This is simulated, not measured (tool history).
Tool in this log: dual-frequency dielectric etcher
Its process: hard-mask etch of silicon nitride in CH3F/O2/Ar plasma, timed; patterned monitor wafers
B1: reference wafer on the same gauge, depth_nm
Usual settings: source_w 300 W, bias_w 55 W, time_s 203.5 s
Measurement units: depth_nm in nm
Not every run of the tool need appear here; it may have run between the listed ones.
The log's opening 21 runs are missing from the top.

run 22 hour=1143.8 | source_w=350 bias_w=51 time_s=203.5 | B1=100.0 | depth_nm=112.1
run 23 hour=1213.3 | source_w=300 bias_w=55 time_s=203.5 | B1=100.0 | depth_nm=107.6
run 24 hour=1247.9 | source_w=300 bias_w=63 time_s=233.0 | B1=99.9 | depth_nm=127.4
run 25 hour=1312.7 | source_w=220 bias_w=48 time_s=178.0 | B1=100.1 | depth_nm=86.5
-- hour=1374.8 wet clean of the chamber
run 26 hour=1381.0 | source_w=360 bias_w=63 time_s=187.5 | B1=99.9 | depth_nm=111.2
run 27 hour=1420.1 | source_w=300 bias_w=66 time_s=203.5 | B1=99.9 | depth_nm=116.2
run 28 hour=1455.9 | source_w=300 bias_w=55 time_s=203.5 | B1=100.2 | depth_nm=110.6
-- hour=1461.6 gauge calibrated
run 29 hour=1518.2 | source_w=300 bias_w=47 time_s=256.0 | B1=100.0 | depth_nm=135.7
run 30 hour=1561.1 | source_w=360 bias_w=43 time_s=247.0 | B1=100.0 | depth_nm=132.7

3 options for the next run, each taken on its own from the tool as it stands now. Forecast them:
run A hour=1561.6 | source_w=240 bias_w=55 time_s=203.5 | B1=? | depth_nm=?
run B hour=1561.6 | source_w=300 bias_w=47 time_s=203.5 | B1=? | depth_nm=?
run C hour=1561.6 | source_w=360 bias_w=55 time_s=230.5 | B1=? | depth_nm=?

run=A B1=99.8 depth_nm=104.9
run=B B1=99.8 depth_nm=106.2
run=C B1=99.8 depth_nm=129.2
With no hidden state in the tool, these same runs would have given:
run=A depth_nm=106.5
run=B depth_nm=107.8
run=C depth_nm=131.1
